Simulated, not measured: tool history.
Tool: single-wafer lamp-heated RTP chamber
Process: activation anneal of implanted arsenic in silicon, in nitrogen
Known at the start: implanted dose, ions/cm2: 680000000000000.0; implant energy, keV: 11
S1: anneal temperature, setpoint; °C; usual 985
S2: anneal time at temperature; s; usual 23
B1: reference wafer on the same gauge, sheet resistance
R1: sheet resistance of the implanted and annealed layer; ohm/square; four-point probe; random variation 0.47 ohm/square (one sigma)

Run 1, day 0: usual settings; B1 166.78. Result: R1 201.13 ohm/square.
Run 2, day 0.762: usual settings; B1 167.03. Result: R1 202.14 ohm/square.
Run 3, day 1.838: usual settings; B1 167.06. Result: R1 201.9 ohm/square.
Run 4, day 2.508: usual settings; B1 167.15. Result: R1 202.43 ohm/square.
Run 5, day 3.333: usual settings; B1 167.31. Result: R1 201.67 ohm/square.
Run 6, day 4.775: usual settings but S1 968 °C, S2 15 s; B1 167.57. Result: R1 213.93 ohm/square.
Run 7, day 5.496: usual settings but S1 968 °C, S2 15 s; B1 167.55. Result: R1 214.15 ohm/square.
Run 8, day 6.992: usual settings but S1 968 °C, S2 15 s; B1 167.9. Result: R1 214.36 ohm/square.
Run 9, day 7.617: usual settings; B1 167.84. Result: R1 202.04 ohm/square.
At day 8.492: pyrometer window cleaned and pyrometer calibrated.
Run 10, day 8.512: usual settings; B1 168.11. Result: R1 202.57 ohm/square.
Run 11, day 9.054: usual settings; B1 168. Result: R1 202.06 ohm/square.
At day 9.8: gauge calibrated.
Run 12, day 10.167: usual settings; B1 166.25. Result: R1 200.64 ohm/square.
At day 10.783: reflector plate cleaned.
Run 13, day 11.017: usual settings but S1 975 °C, S2 17 s; B1 166.21. Result: R1 208.71 ohm/square.
Run 14, day 12.3: usual settings; B1 166.06. Result: R1 200.91 ohm/square.
Run 15, day 13.617: usual settings but S2 30 s; B1 166.28. Result: R1 196.19 ohm/square.
Run 16, day 14.242: usual settings but S2 12 s; B1 166.16. Result: R1 209.63 ohm/square.
Run 17, day 15.075: usual settings but S1 976 °C, S2 12 s; B1 166.37. Result: R1 212.99 ohm/square.
Run 18, day 16.554: usual settings but S1 963 °C, S2 33 s; B1 166.35. Result: R1 204.28 ohm/square.
Run 19, day 18.038: usual settings but S1 1001 °C; B1 166.46. Result: R1 194.06 ohm/square.

Forecast run 20:
Run 20, day 19.238: usual settings but S1 994 °C, S2 32 s; B1 ?. Result: R1 ?.

B1: 166.68
R1: 191.62 ohm/square
Without the tool's hidden state the same run would have given R1 190.97 ohm/square.

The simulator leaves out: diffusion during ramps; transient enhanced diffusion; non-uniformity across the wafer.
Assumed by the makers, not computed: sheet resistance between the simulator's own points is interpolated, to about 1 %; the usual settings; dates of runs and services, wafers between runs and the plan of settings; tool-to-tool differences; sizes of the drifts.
